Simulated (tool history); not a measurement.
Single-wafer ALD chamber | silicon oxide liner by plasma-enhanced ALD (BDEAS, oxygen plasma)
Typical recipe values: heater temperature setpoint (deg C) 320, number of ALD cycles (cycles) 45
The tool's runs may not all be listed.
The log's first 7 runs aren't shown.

| run | hour | heater temperature setpoint (deg C) | number of ALD cycles (cycles) | wafers since the last listed run | hours since the last thermocouple change | hours since the gauge calibration | read-back reference wafer on the same gauge, thickness_nm | mean film thickness on the monitor wafer (Å) |
|---|---|---|---|---|---|---|---|---|
| 8 | 385.3 | 320 | 45 | 790 | 1522.5 | 567.1 | 4.229 | 40.20 |
| 9 | 436.0 | 309 | 45 | 338 | 1573.2 | 617.8 | 4.228 | 40.81 |
| 10 | 460.6 | 309 | 45 | 164 | 1597.8 | 642.4 | 4.231 | 40.75 |
| 11 | 485.8 | 311 | 39 | 168 | 1623.0 | 667.6 | 4.233 | 35.19 |
| 12 | 531.4 | 311 | 39 | 304 | 1668.6 | 713.2 | 4.230 | 35.05 |
| 13 | 578.3 | 311 | 39 | 313 | 1715.5 | 760.1 | 4.225 | 35.16 |
| 14 | 641.3 | 323 | 45 | 420 | 1778.5 | 823.1 | 4.226 | 39.99 |
| 15 | 686.6 | 320 | 47 | 302 | 1823.8 | 868.4 | 4.226 | 41.90 |
| 16 | 722.1 | 320 | 45 | 237 | 1859.3 | 903.9 | 4.225 | 40.10 |
| 17 | 788.1 | 320 | 45 | 440 | 1925.3 | 969.9 | 4.231 | 40.09 |
| 18 | 827.4 | 320 | 50 | 262 | 1964.6 | 1009.2 | 4.228 | 44.63 |
|  | 843.1 | gauge calibrated |
|  | 866.3 | thermocouple changed; heater temperature recalibrated |
| 19 | 866.8 | 311 | 40 | 209 | 0.5 | 23.7 | 4.230 | 36.03 |
| 20 | 913.2 | 329 | 39 | 309 | 46.9 | 70.1 | 4.227 | 34.28 |
| 21 | 965.4 | 306 | 52 | 348 | 99.1 | 122.3 | 4.225 | 47.17 |
| 22 | 1008.7 | 313 | 51 | 289 | 142.4 | 165.6 | 4.227 | 45.91 |
| 23 | 1069.1 | 320 | 49 | 403 | 202.8 | 226.0 | 4.225 | 43.82 |
| 24 | 1119.8 | 320 | 45 | 338 | 253.5 | 276.7 | 4.231 | 40.00 |
| 25 | 1176.6 | 320 | 40 | 379 | 310.3 | 333.5 | 4.228 | 35.69 |
| 26 | 1219.3 | 320 | 51 | 285 | 353.0 | 376.2 | 4.227 | 45.68 |
| 27 | 1252.8 | 331 | 45 | 223 | 386.5 | 409.7 | 4.232 | 39.52 |
| 28 | 1318.1 | 320 | 45 | 435 | 451.8 | 475.0 | 4.230 | 40.14 |
| 29 | 1381.7 | 330 | 41 | 424 | 515.4 | 538.6 | 4.225 | 36.09 |
| 30 | 1418.7 | 320 | 45 | 247 | 552.4 | 575.6 | 4.232 | 40.10 |
| 31 | 1473.3 | 309 | 52 | 364 | 607.0 | 630.2 | 4.229 | 46.96 |

Run 32 is up next; what results do you expect?
| 32 | 1499.0 | 329 | 54 | 171 | 632.7 | 655.9 | ? | ? |

Run 32 gave read-back reference wafer on the same gauge, thickness_nm 4.232, mean film thickness on the monitor wafer (Å) 47.70.
Were there no unlogged condition in the tool, this run, its random variation unchanged, would have produced mean film thickness on the monitor wafer (Å) 47.70.

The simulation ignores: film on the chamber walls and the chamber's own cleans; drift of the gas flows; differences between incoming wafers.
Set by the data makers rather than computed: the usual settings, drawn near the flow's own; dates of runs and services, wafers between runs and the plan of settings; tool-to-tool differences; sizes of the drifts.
